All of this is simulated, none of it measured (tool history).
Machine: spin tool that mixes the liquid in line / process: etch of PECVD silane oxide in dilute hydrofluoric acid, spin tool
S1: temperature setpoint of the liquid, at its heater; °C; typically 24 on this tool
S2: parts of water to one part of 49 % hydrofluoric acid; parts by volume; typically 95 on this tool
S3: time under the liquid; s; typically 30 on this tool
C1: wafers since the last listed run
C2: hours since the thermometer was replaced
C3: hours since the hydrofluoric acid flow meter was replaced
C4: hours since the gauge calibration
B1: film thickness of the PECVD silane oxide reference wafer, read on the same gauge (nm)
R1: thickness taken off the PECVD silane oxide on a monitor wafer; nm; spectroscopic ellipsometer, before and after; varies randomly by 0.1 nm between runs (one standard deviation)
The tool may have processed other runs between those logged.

| run | hour | S1 | S2 | S3 | C1 | C2 | C3 | C4 | B1 | R1 |
|---|---|---|---|---|---|---|---|---|---|---|
| 1 | 0 | 24 | 95 | 45 | 0 | 694.1 | 524.8 | 797.8 | 119.98 | 22.77 |
|  | 26.3 | gauge calibrated |
| 2 | 79.1 | 24 | 95 | 45 | 758 | 773.2 | 603.9 | 52.8 | 120 | 22.97 |
|  | 92 | thermometer replaced |
|  | 121.8 | hydrofluoric acid flow meter replaced |
| 3 | 163.1 | 24 | 95 | 45 | 786 | 71.1 | 41.3 | 136.8 | 120 | 22.86 |
| 4 | 478 | 24 | 95 | 30 | 3018 | 386 | 356.2 | 451.7 | 120.01 | 15.19 |
| 5 | 561.6 | 24 | 95 | 30 | 801 | 469.6 | 439.8 | 535.3 | 119.98 | 15.21 |
| 6 | 607.3 | 24 | 95 | 30 | 438 | 515.3 | 485.5 | 581 | 119.98 | 15.27 |
| 7 | 691.5 | 24 | 95 | 30 | 807 | 599.5 | 569.7 | 665.2 | 120 | 15.14 |
| 8 | 746.4 | 24 | 95 | 40 | 526 | 654.4 | 624.6 | 720.1 | 120 | 20.26 |
| 9 | 802.3 | 19 | 65 | 45 | 535 | 710.3 | 680.5 | 776 | 120 | 28.22 |
|  | 821.7 | hydrofluoric acid flow meter replaced |
|  | 825.7 | thermometer replaced |
| 10 | 840 | 21.5 | 95 | 35 | 342 | 14.3 | 18.3 | 813.7 | 119.98 | 16.22 |
|  | 860.9 | gauge calibrated |
| 11 | 895.1 | 24 | 95 | 30 | 528 | 69.4 | 73.4 | 34.2 | 120 | 15.5 |
| 12 | 951.6 | 24 | 125 | 30 | 541 | 125.9 | 129.9 | 90.7 | 120.01 | 11.13 |
| 13 | 1041.9 | 21.5 | 95 | 30 | 865 | 216.2 | 220.2 | 181 | 119.99 | 13.69 |
| 14 | 1121.7 | 28.5 | 125 | 45 | 764 | 296 | 300 | 260.8 | 120 | 19.97 |
| 15 | 1201.7 | 20 | 80 | 25 | 766 | 376 | 380 | 340.8 | 120 | 13.02 |
| 16 | 1252.3 | 24 | 95 | 45 | 485 | 426.6 | 430.6 | 391.4 | 119.98 | 22.94 |
| 17 | 1305.5 | 24 | 95 | 30 | 509 | 479.8 | 483.8 | 444.6 | 120 | 15.39 |

Forecast each of these 5 alternatives for the next run:
| A | 1305.9 | 28 | 95 | 30 | 3 | 480.2 | 484.2 | 445 | ? | ? |
| B | 1305.9 | 24 | 60 | 45 | 3 | 480.2 | 484.2 | 445 | ? | ? |
| C | 1305.9 | 27 | 70 | 40 | 3 | 480.2 | 484.2 | 445 | ? | ? |
| D | 1305.9 | 20.5 | 95 | 30 | 3 | 480.2 | 484.2 | 445 | ? | ? |
| E | 1305.9 | 24 | 95 | 15 | 3 | 480.2 | 484.2 | 445 | ? | ? |

| run | B1 | R1 |
|---|---|---|
| A | 120.01 | 17.87 |
| B | 120.01 | 37.95 |
| C | 120.01 | 32.18 |
| D | 120.01 | 13.27 |
| E | 120.01 | 7.64 |
Take away the tool's hidden state, keep each run's random variation, and the runs would have read:
| run | R1 |
|---|---|
| A | 17.87 |
| B | 37.95 |
| C | 32.18 |
| D | 13.27 |
| E | 7.64 |
